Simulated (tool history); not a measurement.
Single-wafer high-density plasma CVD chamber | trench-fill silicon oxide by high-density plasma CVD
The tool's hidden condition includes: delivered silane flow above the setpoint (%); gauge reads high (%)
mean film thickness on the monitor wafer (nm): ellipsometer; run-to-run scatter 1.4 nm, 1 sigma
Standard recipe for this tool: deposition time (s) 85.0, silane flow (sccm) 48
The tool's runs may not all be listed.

| run | hour | deposition time (s) | silane flow (sccm) | wafers since the last listed run | hours since the silane flow controller was replaced | hours since the gauge calibration | read-back reference wafer on the same gauge, thickness_nm | mean film thickness on the monitor wafer (nm) |
|---|---|---|---|---|---|---|---|---|
| 1 | 0.0 | 85.0 | 48 | 0 | 1513.0 | 228.7 | 424.600 | 449.152 |
| 2 | 6.5 | 85.0 | 48 | 69 | 1519.5 | 235.2 | 425.298 | 453.294 |
| 3 | 17.7 | 85.0 | 48 | 120 | 1530.7 | 246.4 | 424.890 | 452.806 |
| 4 | 34.2 | 89.5 | 48 | 176 | 1547.2 | 262.9 | 425.201 | 478.400 |
| 5 | 43.2 | 89.5 | 48 | 96 | 1556.2 | 271.9 | 424.983 | 475.177 |
| 6 | 57.3 | 97.8 | 48 | 151 | 1570.3 | 286.0 | 424.896 | 521.353 |
| 7 | 66.7 | 97.8 | 48 | 100 | 1579.7 | 295.4 | 424.752 | 521.919 |
| 8 | 74.9 | 97.8 | 48 | 87 | 1587.9 | 303.6 | 424.976 | 519.037 |
| 9 | 82.8 | 85.0 | 42 | 84 | 1595.8 | 311.5 | 424.887 | 396.325 |
| 10 | 91.9 | 85.0 | 42 | 97 | 1604.9 | 320.6 | 425.260 | 395.787 |
| 11 | 99.1 | 85.0 | 42 | 77 | 1612.1 | 327.8 | 425.102 | 396.347 |
| 12 | 110.6 | 85.0 | 48 | 123 | 1623.6 | 339.3 | 424.479 | 452.052 |
| 13 | 152.5 | 85.0 | 48 | 448 | 1665.5 | 381.2 | 424.990 | 449.972 |
| 14 | 169.3 | 85.0 | 48 | 180 | 1682.3 | 398.0 | 424.637 | 454.527 |
| 15 | 175.7 | 85.0 | 48 | 68 | 1688.7 | 404.4 | 424.778 | 453.976 |
| 16 | 184.8 | 85.0 | 48 | 97 | 1697.8 | 413.5 | 425.150 | 452.435 |
| 17 | 201.5 | 85.0 | 48 | 178 | 1714.5 | 430.2 | 424.894 | 453.153 |
| 18 | 216.2 | 95.1 | 44 | 157 | 1729.2 | 444.9 | 425.481 | 463.897 |
| 19 | 231.9 | 101.0 | 55 | 168 | 1744.9 | 460.6 | 425.214 | 613.669 |
| 20 | 242.9 | 72.5 | 45 | 117 | 1755.9 | 471.6 | 424.844 | 361.838 |
| 21 | 260.3 | 76.1 | 41 | 186 | 1773.3 | 489.0 | 425.036 | 348.298 |
| 22 | 273.5 | 94.1 | 53 | 141 | 1786.5 | 502.2 | 425.194 | 553.434 |
| 23 | 290.2 | 85.0 | 48 | 178 | 1803.2 | 518.9 | 424.692 | 451.655 |
| 24 | 307.5 | 72.5 | 45 | 185 | 1820.5 | 536.2 | 425.286 | 364.604 |
|  | 316.4 | silane flow controller replaced |
| 25 | 317.1 | 99.7 | 39 | 17 | 0.7 | 545.8 | 425.004 | 406.217 |
| 26 | 331.2 | 71.6 | 44 | 151 | 14.8 | 559.9 | 424.946 | 328.805 |
|  | 340.1 | gauge calibrated |
| 27 | 348.8 | 80.6 | 56 | 188 | 32.4 | 8.7 | 424.786 | 473.044 |
| 28 | 356.9 | 75.0 | 45 | 86 | 40.5 | 16.8 | 425.030 | 354.992 |
| 29 | 373.4 | 85.0 | 48 | 176 | 57.0 | 33.3 | 425.045 | 431.030 |
| 30 | 426.1 | 101.6 | 43 | 564 | 109.7 | 86.0 | 425.222 | 459.818 |
| 31 | 440.2 | 69.0 | 44 | 151 | 123.8 | 100.1 | 425.173 | 321.809 |
| 32 | 447.8 | 85.0 | 48 | 81 | 131.4 | 107.7 | 424.679 | 431.765 |
| 33 | 456.9 | 99.2 | 56 | 97 | 140.5 | 116.8 | 424.817 | 587.929 |
| 34 | 468.1 | 101.6 | 48 | 120 | 151.7 | 128.0 | 425.009 | 515.390 |
| 35 | 502.5 | 85.0 | 48 | 368 | 186.1 | 162.4 | 424.544 | 434.353 |
| 36 | 515.7 | 74.6 | 57 | 141 | 199.3 | 175.6 | 425.304 | 453.399 |

Selected run-to-run steps in mean film thickness on the monitor wafer (nm), each split into two signed amounts: the part the tool would show with no hidden state at all (from settings, incoming material and random variation), and the remainder, which goes to the hidden state together with any gauge scatter not common to the measured and the hidden-state-free results:
Run 19 -> 20: deposition time (s) 101.0 -> 72.5, silane flow (sccm) 55 -> 45. mean film thickness on the monitor wafer (nm) -251.831: hidden state -15.057, all else -236.774.
Run 21 -> 22: deposition time (s) 76.1 -> 94.1, silane flow (sccm) 41 -> 53. mean film thickness on the monitor wafer (nm) +205.136: hidden state +12.351, all else +192.785.
Run 24 -> 25: deposition time (s) 72.5 -> 99.7, silane flow (sccm) 45 -> 39, silane flow controller replaced. mean film thickness on the monitor wafer (nm) +41.613: hidden state -20.722, all else +62.335.
Run 32 -> 33: deposition time (s) 85.0 -> 99.2, silane flow (sccm) 48 -> 56. mean film thickness on the monitor wafer (nm) +156.164: hidden state +2.737, all else +153.427.
